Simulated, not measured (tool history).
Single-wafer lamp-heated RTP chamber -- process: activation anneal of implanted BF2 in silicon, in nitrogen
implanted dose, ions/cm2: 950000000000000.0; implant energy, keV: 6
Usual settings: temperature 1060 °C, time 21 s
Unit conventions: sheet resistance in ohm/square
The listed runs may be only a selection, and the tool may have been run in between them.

run	hour	temperature	time	wafers since the last listed run	wafers since the last pyrometer calibration	wafers since the reflector plate was cleaned	hours since the gauge calibration	read-back reference wafer on the same gauge, sheet resistance	sheet resistance
1	0.0	1074	21	0	2874	5445	99.6	171.97	167.86
2	46.2	1074	21	729	3604	6175	145.8	171.79	166.46
3	136.9	1060	21	1432	5037	7608	236.5	171.88	180.26
4	203.8	1077	21	1056	6094	8665	303.4	171.86	162.21
# hour 227.5: reflector plate cleaned
# hour 290.3: pyrometer window cleaned and pyrometer calibrated
5	296.0	1077	21	1203	90	955	395.6	172.05	169.89
6	394.2	1077	21	1551	1641	2507	493.8	172.00	168.16
7	494.2	1050	16	1579	3221	4086	593.8	171.93	203.63
8	586.7	1050	16	1461	4682	5548	686.3	171.99	200.95
# hour 656.8: pyrometer window cleaned and pyrometer calibrated
9	685.9	1072	21	1440	460	6988	785.5	171.67	167.50
10	728.1	1060	21	666	1126	7655	827.7	172.13	180.28
# hour 772.4: reflector plate cleaned
11	811.0	1060	21	1183	2309	609	910.6	171.91	188.43
12	881.8	1060	21	1118	3428	1727	981.4	172.22	186.36
13	988.7	1060	21	1688	5116	3416	1088.3	172.11	185.27
14	1069.9	1060	29	1282	6399	4699	1169.5	172.03	173.12
# hour 1114.4: pyrometer window cleaned and pyrometer calibrated
15	1122.4	1060	21	702	126	5402	1222.0	171.85	183.02
16	1170.6	1087	29	761	887	6163	1270.2	171.55	145.10
17	1212.7	1083	34	665	1552	6828	1312.3	172.10	142.85
18	1254.5	1060	21	660	2213	7488	1354.1	172.22	182.12
19	1314.2	1060	21	943	3156	8431	1413.8	171.84	179.46
# hour 1325.1: reflector plate cleaned
20	1358.8	1039	29	578	3734	532	1458.4	172.02	202.10
# hour 1393.6: gauge calibrated
21	1404.7	1042	10	725	4459	1257	11.1	172.00	238.02
22	1475.2	1078	27	1113	5573	2371	81.6	171.98	158.19
23	1517.8	1082	10	672	6246	3043	124.2	171.72	191.13
# hour 1595.4: pyrometer window cleaned and pyrometer calibrated
24	1602.8	1035	11	1216	116	4260	209.2	172.16	240.63
25	1710.4	1076	21	1699	1816	5959	316.8	171.68	166.92
26	1747.9	1089	9	592	2408	6552	354.3	172.11	183.19
27	1809.7	1060	28	976	3384	7528	416.1	172.16	171.20
# hour 1879.6: reflector plate cleaned
# hour 1981.7: pyrometer window cleaned and pyrometer calibrated
28	2033.5	1047	15	3282	817	2304	639.9	172.08	211.30

Each row is a separate what-if for the run after 28, all from the same tool condition, not one after another. Results?
A	2033.9	1033	21	6	824	2310	640.3	?	?
B	2033.9	1070	14	6	824	2310	640.3	?	?
C	2033.9	1082	33	6	824	2310	640.3	?	?
D	2033.9	1035	14	6	824	2310	640.3	?	?

run	read-back reference wafer on the same gauge, sheet resistance	sheet resistance
A	171.98	217.38
B	171.98	190.67
C	171.98	147.93
D	171.98	231.82
With the hidden condition removed and each run's random variation left untouched, the same runs would have given:
run	sheet resistance
A	221.39
B	193.50
C	150.89
D	237.37

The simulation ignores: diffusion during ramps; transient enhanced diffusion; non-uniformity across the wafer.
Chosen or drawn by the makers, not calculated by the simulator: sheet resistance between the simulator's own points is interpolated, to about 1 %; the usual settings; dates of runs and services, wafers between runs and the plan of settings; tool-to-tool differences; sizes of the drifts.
